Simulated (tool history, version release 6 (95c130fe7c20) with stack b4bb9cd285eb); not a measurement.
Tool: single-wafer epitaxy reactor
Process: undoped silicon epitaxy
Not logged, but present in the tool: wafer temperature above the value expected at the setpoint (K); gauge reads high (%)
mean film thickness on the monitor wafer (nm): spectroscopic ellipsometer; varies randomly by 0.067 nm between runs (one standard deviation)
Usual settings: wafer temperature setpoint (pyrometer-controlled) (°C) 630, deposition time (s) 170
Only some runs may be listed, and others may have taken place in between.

run     day  wafer temperature setpoint (pyrometer-controlled) (°C)  deposition time (s)  wafers since the last listed run  hours since the last pyrometer calibration  hours since the gauge calibration  read-back reference wafer on the same gauge, thickness_nm  mean film thickness on the monitor wafer (nm)
  1   0.000                                                     630                  170                                 0                                      1836.6                              289.6                                                     19.794                                         20.231
  2   1.800                                                     630                  170                               310                                      1879.8                              332.8                                                     19.816                                         20.210
  3   4.275                                                     625                  170                               427                                      1939.2                              392.2                                                     19.802                                         18.319
  4   6.450                                                     625                  170                               375                                      1991.4                              444.4                                                     19.787                                         18.322
  5   7.746                                                     625                  170                               223                                      2022.5                              475.5                                                     19.816                                         18.209
  6   8.854                                                     630                  170                               191                                      2049.1                              502.1                                                     19.811                                         20.184
  7  10.338                                                     630                  170                               255                                      2084.7                              537.7                                                     19.804                                         20.165
  8  12.079                                                     630                  170                               300                                      2126.5                              579.5                                                     19.804                                         20.281
  9  14.721                                                     630                  170                               455                                      2189.9                              642.9                                                     19.800                                         20.237
 10  16.300                                                     630                  170                               272                                      2227.8                              680.8                                                     19.792                                         20.214
 11  21.496                                                     630                  188                               896                                      2352.5                              805.5                                                     19.808                                         22.476
 12  23.717                                                     630                  188                               383                                      2405.8                              858.8                                                     19.803                                         22.464
     24.075  -- pyrometer calibrated
 13  26.446                                                     630                  188                               413                                        56.9                              924.3                                                     19.796                                         22.390
 14  27.588                                                     630                  158                               197                                        84.3                              951.7                                                     19.798                                         18.807
 15  29.958                                                     630                  158                               409                                       141.2                             1008.6                                                     19.802                                         18.924
 16  31.183                                                     630                  158                               211                                       170.6                             1038.0                                                     19.797                                         18.730
 17  33.271                                                     636                  153                               360                                       220.7                             1088.1                                                     19.791                                         20.612
 18  36.146                                                     630                  170                               496                                       289.7                             1157.1                                                     19.802                                         20.232
 19  38.625                                                     630                  158                               427                                       349.2                             1216.6                                                     19.811                                         18.904
 20  39.771                                                     630                  170                               197                                       376.7                             1244.1                                                     19.807                                         20.333
 21  41.892                                                     625                  197                               365                                       427.6                             1295.0                                                     19.793                                         21.258
 22  43.458                                                     630                  158                               270                                       465.2                             1332.6                                                     19.798                                         18.737
 23  46.350                                                     630                  151                               499                                       534.6                             1402.0                                                     19.797                                         17.979
     46.467  -- gauge calibrated
 24  49.812                                                     624                  170                               597                                       617.7                               80.3                                                     19.795                                         17.953
 25  51.958                                                     643                  170                               370                                       669.2                              131.8                                                     19.785                                         26.319
 26  54.862                                                     620                  196                               501                                       738.9                              201.5                                                     19.810                                         19.021
 27  57.533                                                     644                  170                               460                                       803.0                              265.6                                                     19.806                                         26.681
 28  58.717                                                     630                  170                               204                                       831.4                              294.0                                                     19.803                                         20.307
 29  61.008                                                     642                  170                               395                                       886.4                              349.0                                                     19.799                                         25.644
 30  67.767                                                     615                  157                              1166                                      1048.6                              511.2                                                     19.807                                         13.807
 31  69.250                                                     638                  170                               255                                      1084.2                              546.8                                                     19.801                                         23.759
 32  71.917                                                     630                  170                               460                                      1148.2                              610.8                                                     19.791                                         20.262
 33  73.871                                                     616                  185                               337                                      1195.1                              657.7                                                     19.791                                         16.642

State the hidden condition of the tool at each of the runs:
wafer temperature above the value expected at the setpoint (K): 0 in every run
gauge reads high (%): 0 in every run
